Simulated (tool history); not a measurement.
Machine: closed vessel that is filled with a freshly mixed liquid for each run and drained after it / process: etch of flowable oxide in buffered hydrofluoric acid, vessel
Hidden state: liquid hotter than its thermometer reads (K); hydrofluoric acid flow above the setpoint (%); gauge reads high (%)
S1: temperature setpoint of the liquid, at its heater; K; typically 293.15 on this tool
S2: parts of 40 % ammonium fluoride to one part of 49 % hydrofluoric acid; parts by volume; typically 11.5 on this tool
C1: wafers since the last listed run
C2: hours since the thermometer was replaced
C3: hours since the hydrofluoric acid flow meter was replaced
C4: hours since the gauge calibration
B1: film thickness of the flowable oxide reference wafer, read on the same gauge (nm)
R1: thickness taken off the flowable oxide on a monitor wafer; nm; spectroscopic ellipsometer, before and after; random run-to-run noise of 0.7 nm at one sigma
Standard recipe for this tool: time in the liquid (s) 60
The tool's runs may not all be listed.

run 1 hour=0 | S1=293.15 S2=11.5 time_in_the_liquid_(s)=60 | C1=0 C2=475.1 C3=1807.8 C4=91.5 | B1=69.99 | R1=120.72
run 2 hour=11.1 | S1=293.15 S2=11.5 time_in_the_liquid_(s)=60 | C1=1193 C2=486.2 C3=1818.9 C4=102.6 | B1=70 | R1=120.17
run 3 hour=18.1 | S1=293.15 S2=11.5 time_in_the_liquid_(s)=60 | C1=752 C2=493.2 C3=1825.9 C4=109.6 | B1=69.99 | R1=121.07
run 4 hour=31.1 | S1=293.15 S2=11.5 time_in_the_liquid_(s)=60 | C1=1397 C2=506.2 C3=1838.9 C4=122.6 | B1=69.96 | R1=119.86
run 5 hour=44.6 | S1=293.15 S2=11.5 time_in_the_liquid_(s)=60 | C1=1451 C2=519.7 C3=1852.4 C4=136.1 | B1=70.07 | R1=119.28
run 6 hour=54.5 | S1=293.15 S2=11.5 time_in_the_liquid_(s)=60 | C1=1064 C2=529.6 C3=1862.3 C4=146 | B1=69.96 | R1=120.54
run 7 hour=70.6 | S1=293.15 S2=11.5 time_in_the_liquid_(s)=60 | C1=1730 C2=545.7 C3=1878.4 C4=162.1 | B1=70.01 | R1=120.53
run 8 hour=79.1 | S1=293.15 S2=11.5 time_in_the_liquid_(s)=60 | C1=913 C2=554.2 C3=1886.9 C4=170.6 | B1=69.97 | R1=119.31
run 9 hour=94.2 | S1=293.15 S2=11.5 time_in_the_liquid_(s)=75 | C1=1623 C2=569.3 C3=1902 C4=185.7 | B1=70.02 | R1=149.8
run 10 hour=110.2 | S1=293.15 S2=11.5 time_in_the_liquid_(s)=75 | C1=1720 C2=585.3 C3=1918 C4=201.7 | B1=70 | R1=149.99
run 11 hour=121.1 | S1=293.15 S2=11.5 time_in_the_liquid_(s)=75 | C1=1171 C2=596.2 C3=1928.9 C4=212.6 | B1=70 | R1=149
run 12 hour=133.9 | S1=293.15 S2=11.5 time_in_the_liquid_(s)=60 | C1=1376 C2=609 C3=1941.7 C4=225.4 | B1=70 | R1=120.41
run 13 hour=145.5 | S1=290.15 S2=9 time_in_the_liquid_(s)=60 | C1=1247 C2=620.6 C3=1953.3 C4=237 | B1=70.01 | R1=123.94
run 14 hour=154.4 | S1=291.15 S2=13.5 time_in_the_liquid_(s)=60 | C1=956 C2=629.5 C3=1962.2 C4=245.9 | B1=70.05 | R1=92.61
-- hour=157.5 thermometer replaced
-- hour=167.1 hydrofluoric acid flow meter replaced
run 15 hour=169.3 | S1=293.15 S2=11.5 time_in_the_liquid_(s)=60 | C1=1386 C2=11.8 C3=2.2 C4=260.8 | B1=69.93 | R1=120.33
run 16 hour=183 | S1=293.15 S2=11.5 time_in_the_liquid_(s)=60 | C1=1472 C2=25.5 C3=15.9 C4=274.5 | B1=70.02 | R1=118.91
run 17 hour=199.2 | S1=290.15 S2=11.5 time_in_the_liquid_(s)=60 | C1=1741 C2=41.7 C3=32.1 C4=290.7 | B1=69.99 | R1=101.2
-- hour=204.6 gauge calibrated
run 18 hour=214.7 | S1=293.15 S2=14.5 time_in_the_liquid_(s)=60 | C1=1666 C2=57.2 C3=47.6 C4=10.1 | B1=70.01 | R1=94.68
run 19 hour=229.1 | S1=293.15 S2=11.5 time_in_the_liquid_(s)=75 | C1=1548 C2=71.6 C3=62 C4=24.5 | B1=70 | R1=148.84
run 20 hour=242.5 | S1=293.15 S2=11.5 time_in_the_liquid_(s)=60 | C1=1440 C2=85 C3=75.4 C4=37.9 | B1=69.99 | R1=119.44
run 21 hour=248.9 | S1=293.15 S2=11.5 time_in_the_liquid_(s)=60 | C1=688 C2=91.4 C3=81.8 C4=44.3 | B1=69.99 | R1=120.72
run 22 hour=259.3 | S1=295.65 S2=11.5 time_in_the_liquid_(s)=95 | C1=1118 C2=101.8 C3=92.2 C4=54.7 | B1=69.97 | R1=216.84
run 23 hour=270.5 | S1=293.15 S2=13 time_in_the_liquid_(s)=75 | C1=1204 C2=113 C3=103.4 C4=65.9 | B1=69.96 | R1=132.32
run 24 hour=283.4 | S1=291.15 S2=9.5 time_in_the_liquid_(s)=50 | C1=1386 C2=125.9 C3=116.3 C4=78.8 | B1=70.01 | R1=105.4

Branching from run 24: 4 alternative next runs. What would each branch give?
run A hour=284.1 | S1=293.15 S2=11.5 time_in_the_liquid_(s)=45 | C1=75 C2=126.6 C3=117 C4=79.5 | B1=? | R1=?
run B hour=284.1 | S1=293.15 S2=16 time_in_the_liquid_(s)=60 | C1=75 C2=126.6 C3=117 C4=79.5 | B1=? | R1=?
run C hour=284.1 | S1=290.65 S2=7 time_in_the_liquid_(s)=30 | C1=75 C2=126.6 C3=117 C4=79.5 | B1=? | R1=?
run D hour=284.1 | S1=298.15 S2=15 time_in_the_liquid_(s)=30 | C1=75 C2=126.6 C3=117 C4=79.5 | B1=? | R1=?

run=A B1=70.03 R1=90.12
run=B B1=70.03 R1=86.9
run=C B1=70.03 R1=83.89
run=D B1=70.03 R1=61
The same runs, with their run-to-run variation unchanged, on a tool lacking any hidden condition would have given:
run=A R1=90.12
run=B R1=86.9
run=C R1=83.89
run=D R1=61
